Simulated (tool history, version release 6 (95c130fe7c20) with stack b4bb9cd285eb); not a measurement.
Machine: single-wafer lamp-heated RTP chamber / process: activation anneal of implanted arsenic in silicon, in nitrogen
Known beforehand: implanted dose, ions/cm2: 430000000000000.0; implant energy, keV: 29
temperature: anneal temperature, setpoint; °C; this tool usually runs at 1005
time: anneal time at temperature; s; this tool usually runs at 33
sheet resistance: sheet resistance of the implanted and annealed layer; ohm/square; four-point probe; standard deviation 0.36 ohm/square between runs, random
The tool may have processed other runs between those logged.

run,hour,temperature,time,wafers since the last listed run,wafers since the last pyrometer calibration,wafers since the reflector plate was cleaned,hours since the gauge calibration,"read-back reference wafer on the same gauge, sheet resistance",sheet resistance
1,0,1005,24,0,7569,7659,208.5,270.05,242.16
# hour 11: pyrometer window cleaned and pyrometer calibrated
2,34.1,1005,24,466,413,8125,242.6,269.95,242.94
3,51.6,1005,24,312,725,8438,260.1,270.05,243.63
4,80.2,1005,33,510,1236,8949,288.7,269.94,242.11
5,103.1,1005,33,409,1645,9358,311.6,270.09,242.12
6,135.9,1005,20,585,2231,9944,344.4,269.92,244.52
7,155,1005,20,341,2573,10285,363.5,270.01,244.44
8,179,1005,20,428,3001,10714,387.5,269.99,244.22
9,203.2,1005,33,432,3434,11146,411.7,269.92,241.72
10,221,1021,26,317,3752,11464,429.5,269.94,241.31
# hour 247.1: gauge calibrated
11,250.5,1021,26,527,4279,11991,3.4,269.95,241.25
# hour 259.3: reflector plate cleaned
12,275.5,1021,26,303,4582,289,28.4,269.93,240.43
13,289.8,1034,51,255,4838,544,42.7,269.96,234.95
14,311.2,1005,33,382,5220,927,64.1,270.07,241.37
15,344,1013,33,585,5806,1513,96.9,270.05,240.25
16,357.9,1005,33,248,6054,1761,110.8,270.01,241.22
17,379.1,1019,17,378,6433,2140,132,269.99,241.86
18,397.9,1005,22,335,6769,2475,150.8,270,243.26
# hour 409.3: pyrometer window cleaned and pyrometer calibrated
19,417.1,986,46,200,138,2676,170,270.01,242.71
20,444.5,990,43,489,628,3165,197.4,269.99,242.29
21,463.2,984,40,334,962,3499,216.1,270,243.2
22,496.2,1030,42,589,1551,4089,249.1,270.03,236.82
23,524.2,979,33,500,2051,4589,277.1,270.02,244.7
24,544.9,1016,21,369,2421,4959,297.8,270.04,242.4

Some steps in sheet resistance, run to run, broken into two amounts with sign: the step expected even without the hidden condition (settings, incoming material, random variation), and the rest, left for the hidden condition together with whatever gauge scatter is not in both the measured and the hidden-condition-free result:
The hidden state here: true wafer temperature minus pyrometer reading, K; wafer temperature error from the tarnished reflector plate, K; gauge reads high (%).
Run 1 -> 2: pyrometer window cleaned and pyrometer calibrated. sheet resistance +0.78 ohm/square: hidden state +1.22, all else -0.44.
Run 13 -> 14: temperature 1034 -> 1005, time 51 -> 33. sheet resistance +6.42 ohm/square: hidden state +0.29, all else +6.13.
Run 18 -> 19: temperature 1005 -> 986, time 22 -> 46, pyrometer window cleaned and pyrometer calibrated. sheet resistance -0.55 ohm/square: hidden state +1.01, all else -1.56.
Run 22 -> 23: temperature 1030 -> 979, time 42 -> 33. sheet resistance +7.88 ohm/square: hidden state +0.02, all else +7.86.

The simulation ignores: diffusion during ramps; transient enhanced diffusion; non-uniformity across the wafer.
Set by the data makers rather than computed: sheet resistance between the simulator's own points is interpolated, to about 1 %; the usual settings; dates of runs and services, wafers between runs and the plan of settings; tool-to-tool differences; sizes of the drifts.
